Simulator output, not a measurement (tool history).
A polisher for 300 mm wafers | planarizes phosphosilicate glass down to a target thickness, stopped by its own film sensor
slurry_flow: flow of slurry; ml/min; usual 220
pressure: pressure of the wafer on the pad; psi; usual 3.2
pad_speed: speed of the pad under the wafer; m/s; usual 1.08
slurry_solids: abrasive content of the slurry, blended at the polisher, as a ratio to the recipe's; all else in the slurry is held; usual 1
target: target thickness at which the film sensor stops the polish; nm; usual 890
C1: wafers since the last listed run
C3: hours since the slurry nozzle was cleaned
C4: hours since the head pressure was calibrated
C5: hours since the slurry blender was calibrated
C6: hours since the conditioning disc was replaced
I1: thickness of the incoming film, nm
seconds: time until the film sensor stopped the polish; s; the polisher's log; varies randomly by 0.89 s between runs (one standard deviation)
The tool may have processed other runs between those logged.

{"run": 1, "hour": 0.0, "slurry_flow": 220, "pressure": 3.2, "pad_speed": 1.08, "slurry_solids": 1, "target": 890, "C1": 0, "wafers polished on this pad": 598, "C3": 435.6, "C4": 80, "C5": 110, "C6": 357.3, "I1": 1418.6, "seconds": 60.9}
{"hour": 10.3, "done": "conditioning disc replaced and pad reconditioned"}
{"run": 2, "hour": 10.8, "slurry_flow": 220, "pressure": 2.8, "pad_speed": 0.74, "slurry_solids": 1, "target": 890, "C1": 83, "wafers polished on this pad": 682, "C3": 446.4, "C4": 90.8, "C5": 120.8, "C6": 0.5, "I1": 1410.3, "seconds": 88.1}
{"run": 3, "hour": 25.3, "slurry_flow": 180, "pressure": 2.7, "pad_speed": 1.08, "slurry_solids": 1, "target": 1027, "C1": 137, "wafers polished on this pad": 819, "C3": 460.9, "C4": 105.3, "C5": 135.3, "C6": 15, "I1": 1412.8, "seconds": 53.6}
{"run": 4, "hour": 34.7, "slurry_flow": 220, "pressure": 3.2, "pad_speed": 1.08, "slurry_solids": 1.15, "target": 890, "C1": 89, "wafers polished on this pad": 909, "C3": 470.3, "C4": 114.7, "C5": 144.7, "C6": 24.4, "I1": 1412.9, "seconds": 56.2}
{"run": 5, "hour": 43.3, "slurry_flow": 155, "pressure": 3.2, "pad_speed": 0.82, "slurry_solids": 0.85, "target": 890, "C1": 81, "wafers polished on this pad": 990, "C3": 478.9, "C4": 123.3, "C5": 153.3, "C6": 33, "I1": 1420.7, "seconds": 86}
{"hour": 60.1, "done": "slurry blender recalibrated"}
{"run": 6, "hour": 60.5, "slurry_flow": 220, "pressure": 4.2, "pad_speed": 1.08, "slurry_solids": 1, "target": 890, "C1": 144, "wafers polished on this pad": 1135, "C3": 496.1, "C4": 140.5, "C5": 0.4, "C6": 50.2, "I1": 1427, "seconds": 47.8}
{"run": 7, "hour": 68.8, "slurry_flow": 220, "pressure": 3.2, "pad_speed": 0.74, "slurry_solids": 1, "target": 890, "C1": 78, "wafers polished on this pad": 1214, "C3": 504.4, "C4": 148.8, "C5": 8.7, "C6": 58.5, "I1": 1406.6, "seconds": 78.5}
{"hour": 79.1, "done": "worn pad replaced by a new one, repeated, since the last time left the tool worse"}
{"run": 8, "hour": 82.3, "slurry_flow": 220, "pressure": 3.2, "pad_speed": 1.2, "slurry_solids": 1.1, "target": 890, "C1": 90, "wafers polished on this pad": 30, "C3": 517.9, "C4": 162.3, "C5": 22.2, "C6": 72, "I1": 1389.2, "seconds": 42.5}
{"run": 9, "hour": 96.3, "slurry_flow": 220, "pressure": 3.2, "pad_speed": 1.2, "slurry_solids": 1.1, "target": 890, "C1": 133, "wafers polished on this pad": 163, "C3": 531.9, "C4": 176.3, "C5": 36.2, "C6": 86, "I1": 1409.1, "seconds": 45.2}
{"run": 10, "hour": 102.5, "slurry_flow": 220, "pressure": 2.7, "pad_speed": 1.08, "slurry_solids": 1, "target": 890, "C1": 58, "wafers polished on this pad": 222, "C3": 538.1, "C4": 182.5, "C5": 42.4, "C6": 92.2, "I1": 1409.3, "seconds": 58.4}
{"run": 11, "hour": 117.9, "slurry_flow": 220, "pressure": 3.8, "pad_speed": 1.08, "slurry_solids": 1, "target": 890, "C1": 146, "wafers polished on this pad": 368, "C3": 553.5, "C4": 197.9, "C5": 57.8, "C6": 107.6, "I1": 1422.1, "seconds": 47}
{"run": 12, "hour": 125.1, "slurry_flow": 260, "pressure": 2.4, "pad_speed": 1.08, "slurry_solids": 0.85, "target": 732, "C1": 68, "wafers polished on this pad": 437, "C3": 560.7, "C4": 205.1, "C5": 65, "C6": 114.8, "I1": 1409.7, "seconds": 85.2}
{"hour": 152.3, "done": "slurry nozzle cleaned"}
{"run": 13, "hour": 163.3, "slurry_flow": 175, "pressure": 3.2, "pad_speed": 1.08, "slurry_solids": 1, "target": 890, "C1": 353, "wafers polished on this pad": 790, "C3": 11, "C4": 243.3, "C5": 103.2, "C6": 153, "I1": 1379, "seconds": 48.7}
{"run": 14, "hour": 179.3, "slurry_flow": 220, "pressure": 3.2, "pad_speed": 1.08, "slurry_solids": 1, "target": 763, "C1": 152, "wafers polished on this pad": 942, "C3": 27, "C4": 259.3, "C5": 119.2, "C6": 169, "I1": 1419.5, "seconds": 66.3}
{"run": 15, "hour": 188.0, "slurry_flow": 170, "pressure": 3.6, "pad_speed": 0.84, "slurry_solids": 1, "target": 936, "C1": 82, "wafers polished on this pad": 1025, "C3": 35.7, "C4": 268, "C5": 127.9, "C6": 177.7, "I1": 1402.4, "seconds": 53.5}
{"hour": 195.7, "done": "worn pad replaced by a new one"}
{"run": 16, "hour": 199.3, "slurry_flow": 220, "pressure": 3.2, "pad_speed": 1.38, "slurry_solids": 1, "target": 890, "C1": 69, "wafers polished on this pad": 34, "C3": 47, "C4": 279.3, "C5": 139.2, "C6": 189, "I1": 1424.5, "seconds": 42.9}
{"hour": 204.6, "done": "slurry blender recalibrated"}
{"run": 17, "hour": 212.5, "slurry_flow": 220, "pressure": 3.2, "pad_speed": 1.08, "slurry_solids": 1, "target": 890, "C1": 106, "wafers polished on this pad": 141, "C3": 60.2, "C4": 292.5, "C5": 7.9, "C6": 202.2, "I1": 1388.6, "seconds": 47.7}
{"run": 18, "hour": 228.3, "slurry_flow": 270, "pressure": 3.2, "pad_speed": 1.46, "slurry_solids": 0.75, "target": 890, "C1": 150, "wafers polished on this pad": 291, "C3": 76, "C4": 308.3, "C5": 23.7, "C6": 218, "I1": 1430.6, "seconds": 44.4}
{"run": 19, "hour": 238.2, "slurry_flow": 220, "pressure": 3.2, "pad_speed": 1.08, "slurry_solids": 1, "target": 890, "C1": 94, "wafers polished on this pad": 385, "C3": 85.9, "C4": 318.2, "C5": 33.6, "C6": 227.9, "I1": 1434.5, "seconds": 52.3}
{"run": 20, "hour": 244.6, "slurry_flow": 265, "pressure": 2.7, "pad_speed": 1.42, "slurry_solids": 0.9, "target": 890, "C1": 60, "wafers polished on this pad": 446, "C3": 92.3, "C4": 324.6, "C5": 40, "C6": 234.3, "I1": 1397.8, "seconds": 45.7}
{"run": 21, "hour": 256.1, "slurry_flow": 195, "pressure": 3.2, "pad_speed": 1.28, "slurry_solids": 1, "target": 890, "C1": 109, "wafers polished on this pad": 555, "C3": 103.8, "C4": 336.1, "C5": 51.5, "C6": 245.8, "I1": 1406.5, "seconds": 45.4}
{"run": 22, "hour": 268.7, "slurry_flow": 220, "pressure": 4.3, "pad_speed": 1.08, "slurry_solids": 1, "target": 890, "C1": 119, "wafers polished on this pad": 675, "C3": 116.4, "C4": 348.7, "C5": 64.1, "C6": 258.4, "I1": 1425.4, "seconds": 41.2}
{"run": 23, "hour": 274.9, "slurry_flow": 255, "pressure": 3.2, "pad_speed": 1.08, "slurry_solids": 1, "target": 890, "C1": 58, "wafers polished on this pad": 733, "C3": 122.6, "C4": 354.9, "C5": 70.3, "C6": 264.6, "I1": 1414, "seconds": 53.3}
{"run": 24, "hour": 292.8, "slurry_flow": 220, "pressure": 3.2, "pad_speed": 1.08, "slurry_solids": 1, "target": 890, "C1": 170, "wafers polished on this pad": 904, "C3": 140.5, "C4": 372.8, "C5": 88.2, "C6": 282.5, "I1": 1415, "seconds": 51.4}
{"run": 25, "hour": 299.2, "slurry_flow": 220, "pressure": 3.2, "pad_speed": 1.08, "slurry_solids": 1, "target": 890, "C1": 60, "wafers polished on this pad": 964, "C3": 146.9, "C4": 379.2, "C5": 94.6, "C6": 288.9, "I1": 1425.1, "seconds": 54.3}

5 ways to go on from here, each from the tool as it stands after run 25. What would each give?
{"run": "A", "hour": 299.6, "slurry_flow": 280, "pressure": 3.2, "pad_speed": 1.08, "slurry_solids": 1, "target": 890, "C1": 3, "wafers polished on this pad": 968, "C3": 147.3, "C4": 379.6, "C5": 95, "C6": 289.3, "I1": 1414.7, "seconds": "?"}
{"run": "B", "hour": 299.6, "slurry_flow": 170, "pressure": 2.2, "pad_speed": 0.86, "slurry_solids": 1, "target": 1059, "C1": 3, "wafers polished on this pad": 968, "C3": 147.3, "C4": 379.6, "C5": 95, "C6": 289.3, "I1": 1414.7, "seconds": "?"}
{"run": "C", "hour": 299.6, "slurry_flow": 220, "pressure": 2.2, "pad_speed": 1.18, "slurry_solids": 1.2, "target": 939, "C1": 3, "wafers polished on this pad": 968, "C3": 147.3, "C4": 379.6, "C5": 95, "C6": 289.3, "I1": 1414.7, "seconds": "?"}
{"run": "D", "hour": 299.6, "slurry_flow": 165, "pressure": 3.2, "pad_speed": 1.08, "slurry_solids": 1, "target": 890, "C1": 3, "wafers polished on this pad": 968, "C3": 147.3, "C4": 379.6, "C5": 95, "C6": 289.3, "I1": 1414.7, "seconds": "?"}
{"run": "E", "hour": 299.6, "slurry_flow": 155, "pressure": 3.2, "pad_speed": 1.2, "slurry_solids": 0.9, "target": 1031, "C1": 3, "wafers polished on this pad": 968, "C3": 147.3, "C4": 379.6, "C5": 95, "C6": 289.3, "I1": 1414.7, "seconds": "?"}

run=A seconds=50.3
run=B seconds=57.9
run=C seconds=55.3
run=D seconds=54.2
run=E seconds=38.1
Stripped of hidden state, with their random variation kept, the same runs would have yielded:
run=A seconds=47.1
run=B seconds=54.1
run=C seconds=51.7
run=D seconds=50.6
run=E seconds=35.6
